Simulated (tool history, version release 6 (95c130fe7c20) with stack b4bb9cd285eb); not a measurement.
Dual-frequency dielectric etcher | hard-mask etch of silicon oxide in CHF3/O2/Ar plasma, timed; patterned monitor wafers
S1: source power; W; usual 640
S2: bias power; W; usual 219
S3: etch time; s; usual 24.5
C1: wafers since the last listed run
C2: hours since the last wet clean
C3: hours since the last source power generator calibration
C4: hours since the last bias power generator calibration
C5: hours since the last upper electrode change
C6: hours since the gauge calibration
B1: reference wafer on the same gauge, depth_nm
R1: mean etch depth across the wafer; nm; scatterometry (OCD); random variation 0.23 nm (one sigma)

run 1 day=0 | S1=640 S2=219 S3=24.5 | C1=0 C2=268.5 C3=1995.2 C4=2094.4 C5=4238.8 C6=107.4 | B1=52.2 | R1=52.6
run 2 day=0.825 | S1=640 S2=219 S3=24.5 | C1=397 C2=288.3 C3=2015 C4=2114.2 C5=4258.6 C6=127.2 | B1=52.2 | R1=52.3
run 3 day=1.754 | S1=640 S2=219 S3=24.5 | C1=447 C2=310.6 C3=2037.3 C4=2136.5 C5=4280.9 C6=149.5 | B1=52.3 | R1=52.8
run 4 day=3.171 | S1=640 S2=219 S3=20 | C1=682 C2=344.6 C3=2071.3 C4=2170.5 C5=4314.9 C6=183.5 | B1=52.2 | R1=42.8
run 5 day=3.729 | S1=640 S2=219 S3=20 | C1=269 C2=358 C3=2084.7 C4=2183.9 C5=4328.3 C6=196.9 | B1=52.2 | R1=42.7
run 6 day=6.654 | S1=640 S2=219 S3=20 | C1=1409 C2=428.2 C3=2154.9 C4=2254.1 C5=4398.5 C6=267.1 | B1=52.2 | R1=42.8
run 7 day=7.762 | S1=680 S2=219 S3=24.5 | C1=534 C2=454.8 C3=2181.5 C4=2280.7 C5=4425.1 C6=293.7 | B1=52.2 | R1=52.9
run 8 day=8.796 | S1=680 S2=219 S3=24.5 | C1=498 C2=479.6 C3=2206.3 C4=2305.5 C5=4449.9 C6=318.5 | B1=52.2 | R1=52.4
-- day=9.633 gauge calibrated
run 9 day=9.95 | S1=680 S2=219 S3=24.5 | C1=556 C2=507.3 C3=2234 C4=2333.2 C5=4477.6 C6=7.6 | B1=52.2 | R1=52.4
run 10 day=10.633 | S1=640 S2=219 S3=24.5 | C1=329 C2=523.7 C3=2250.4 C4=2349.6 C5=4494 C6=24 | B1=52.3 | R1=51.7
-- day=12.15 wet clean of the chamber
-- day=12.3 source power generator calibrated
-- day=13.104 upper electrode replaced
run 11 day=13.125 | S1=640 S2=219 S3=24.5 | C1=258 C2=23.4 C3=19.8 C4=2409.4 C5=0.5 C6=83.8 | B1=52.2 | R1=53.1
run 12 day=13.138 | S1=530 S2=235 S3=17 | C1=6 C2=23.7 C3=20.1 C4=2409.7 C5=0.8 C6=84.1 | B1=52.1 | R1=35.6
run 13 day=13.296 | S1=640 S2=219 S3=24.5 | C1=76 C2=27.5 C3=23.9 C4=2413.5 C5=4.6 C6=87.9 | B1=52.2 | R1=53.4
run 14 day=14.042 | S1=520 S2=202 S3=29.5 | C1=359 C2=45.4 C3=41.8 C4=2431.4 C5=22.5 C6=105.8 | B1=52.2 | R1=58.6
run 15 day=15.408 | S1=540 S2=219 S3=19.5 | C1=658 C2=78.2 C3=74.6 C4=2464.2 C5=55.3 C6=138.6 | B1=52.2 | R1=40.4
-- day=15.692 bias power generator calibrated
run 16 day=16.562 | S1=530 S2=219 S3=30 | C1=475 C2=105.9 C3=102.3 C4=20.9 C5=83 C6=166.3 | B1=52.2 | R1=61.4
run 17 day=18.042 | S1=540 S2=219 S3=19.5 | C1=712 C2=141.4 C3=137.8 C4=56.4 C5=118.5 C6=201.8 | B1=52.1 | R1=40.1
run 18 day=18.692 | S1=730 S2=175 S3=24.5 | C1=313 C2=157 C3=153.4 C4=72 C5=134.1 C6=217.4 | B1=52.2 | R1=51.5
run 19 day=20.088 | S1=640 S2=165 S3=21 | C1=672 C2=190.5 C3=186.9 C4=105.5 C5=167.6 C6=250.9 | B1=52.2 | R1=41.3
run 20 day=21.433 | S1=790 S2=200 S3=22 | C1=648 C2=222.8 C3=219.2 C4=137.8 C5=199.9 C6=283.2 | B1=52.2 | R1=49.7
run 21 day=21.988 | S1=530 S2=219 S3=30 | C1=267 C2=236.1 C3=232.5 C4=151.1 C5=213.2 C6=296.5 | B1=52.2 | R1=60.3
run 22 day=23.217 | S1=640 S2=219 S3=24.5 | C1=592 C2=265.6 C3=262 C4=180.6 C5=242.7 C6=326 | B1=52.3 | R1=52.4
run 23 day=24.4 | S1=640 S2=204 S3=18 | C1=570 C2=294 C3=290.4 C4=209 C5=271.1 C6=354.4 | B1=52.3 | R1=37.6

Hidden state at the last listed run before each entry between runs and at the first one after, where it differs:
Between runs 8 and 9: gauge calibrated (day 9.633)
  etch rate over this chamber's usual, %: -3.95 -> -4.18
  measured less the result without the state, R1: -2.1 -> -2.2 nm
Between runs 10 and 11: wet clean of the chamber (day 12.15); source power generator calibrated (day 12.3); upper electrode replaced (day 13.104)
  etch rate over this chamber's usual, %: -4.32 -> -0.696
  measured less the result without the state, R1: -2.3 -> -0.3 nm
Between runs 15 and 16: bias power generator calibrated (day 15.692)
  etch rate over this chamber's usual, %: -1.15 -> -1.37
  measured less the result without the state, R1: -0.4 -> -0.8 nm
